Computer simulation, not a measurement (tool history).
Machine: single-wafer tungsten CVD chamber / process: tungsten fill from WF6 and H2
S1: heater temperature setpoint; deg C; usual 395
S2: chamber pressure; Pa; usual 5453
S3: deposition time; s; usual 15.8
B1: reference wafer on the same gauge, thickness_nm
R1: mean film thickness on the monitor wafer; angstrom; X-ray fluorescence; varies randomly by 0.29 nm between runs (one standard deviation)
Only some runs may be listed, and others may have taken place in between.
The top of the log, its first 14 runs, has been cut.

{"run": 15, "day": 31.638, "S1": 395, "S2": 6666, "S3": 15.8, "B1": 42.45, "R1": 523.17}
{"day": 33.812, "done": "gauge calibrated"}
{"run": 16, "day": 36.3, "S1": 402, "S2": 5453, "S3": 15.8, "B1": 42.42, "R1": 527.69}
{"run": 17, "day": 38.467, "S1": 388, "S2": 5453, "S3": 16.7, "B1": 42.383, "R1": 440.3}
{"run": 18, "day": 45.908, "S1": 395, "S2": 5453, "S3": 15.8, "B1": 42.375, "R1": 470.27}
{"run": 19, "day": 48.708, "S1": 395, "S2": 5453, "S3": 17.3, "B1": 42.419, "R1": 518.62}
{"run": 20, "day": 51.071, "S1": 395, "S2": 5453, "S3": 18.2, "B1": 42.473, "R1": 540.61}
{"run": 21, "day": 52.296, "S1": 409, "S2": 5453, "S3": 15.8, "B1": 42.293, "R1": 592.11}
{"run": 22, "day": 53.954, "S1": 395, "S2": 5453, "S3": 18.4, "B1": 42.446, "R1": 544.83}
{"run": 23, "day": 55.725, "S1": 381, "S2": 4733, "S3": 18.7, "B1": 42.369, "R1": 408.08}
{"day": 56.112, "done": "showerhead replaced"}
{"day": 56.271, "done": "thermocouple changed; heater temperature recalibrated"}
{"run": 24, "day": 57.262, "S1": 384, "S2": 5453, "S3": 13.7, "B1": 42.374, "R1": 371.71}
{"day": 59.154, "done": "capacitance manometer re-zeroed and calibrated"}
{"run": 25, "day": 65.971, "S1": 395, "S2": 4133, "S3": 15.8, "B1": 42.451, "R1": 426.21}
{"run": 26, "day": 67.312, "S1": 395, "S2": 5453, "S3": 15.8, "B1": 42.464, "R1": 500.99}
{"run": 27, "day": 68.483, "S1": 385, "S2": 6426, "S3": 14.0, "B1": 42.426, "R1": 400.47}
{"run": 28, "day": 70.008, "S1": 384, "S2": 5453, "S3": 13.7, "B1": 42.423, "R1": 356.84}
{"run": 29, "day": 71.054, "S1": 395, "S2": 5453, "S3": 15.8, "B1": 42.271, "R1": 497.51}
{"run": 30, "day": 73.712, "S1": 384, "S2": 4853, "S3": 13.1, "B1": 42.26, "R1": 321.35}
{"run": 31, "day": 75.542, "S1": 395, "S2": 5453, "S3": 13.7, "B1": 42.455, "R1": 427.68}
{"run": 32, "day": 77.908, "S1": 395, "S2": 5053, "S3": 13.2, "B1": 42.45, "R1": 400.44}
{"run": 33, "day": 80.5, "S1": 409, "S2": 6453, "S3": 12.6, "B1": 42.376, "R1": 543.85}
{"run": 34, "day": 81.662, "S1": 384, "S2": 5053, "S3": 18.5, "B1": 42.284, "R1": 468.91}

Forecast each of these 4 alternatives for the next run:
{"run": "A", "day": 81.679, "S1": 395, "S2": 5453, "S3": 15.8, "B1": "?", "R1": "?"}
{"run": "B", "day": 81.679, "S1": 391, "S2": 5453, "S3": 17.1, "B1": "?", "R1": "?"}
{"run": "C", "day": 81.679, "S1": 384, "S2": 5453, "S3": 15.8, "B1": "?", "R1": "?"}
{"run": "D", "day": 81.679, "S1": 391, "S2": 5453, "S3": 15.8, "B1": "?", "R1": "?"}

run=A B1=42.358 R1=499.72
run=B B1=42.358 R1=506.08
run=C B1=42.358 R1=414.15
run=D B1=42.358 R1=467.45
Without the tool's hidden state the same runs would have given:
run=A R1=498.47
run=B R1=504.92
run=C R1=413.51
run=D R1=466.37

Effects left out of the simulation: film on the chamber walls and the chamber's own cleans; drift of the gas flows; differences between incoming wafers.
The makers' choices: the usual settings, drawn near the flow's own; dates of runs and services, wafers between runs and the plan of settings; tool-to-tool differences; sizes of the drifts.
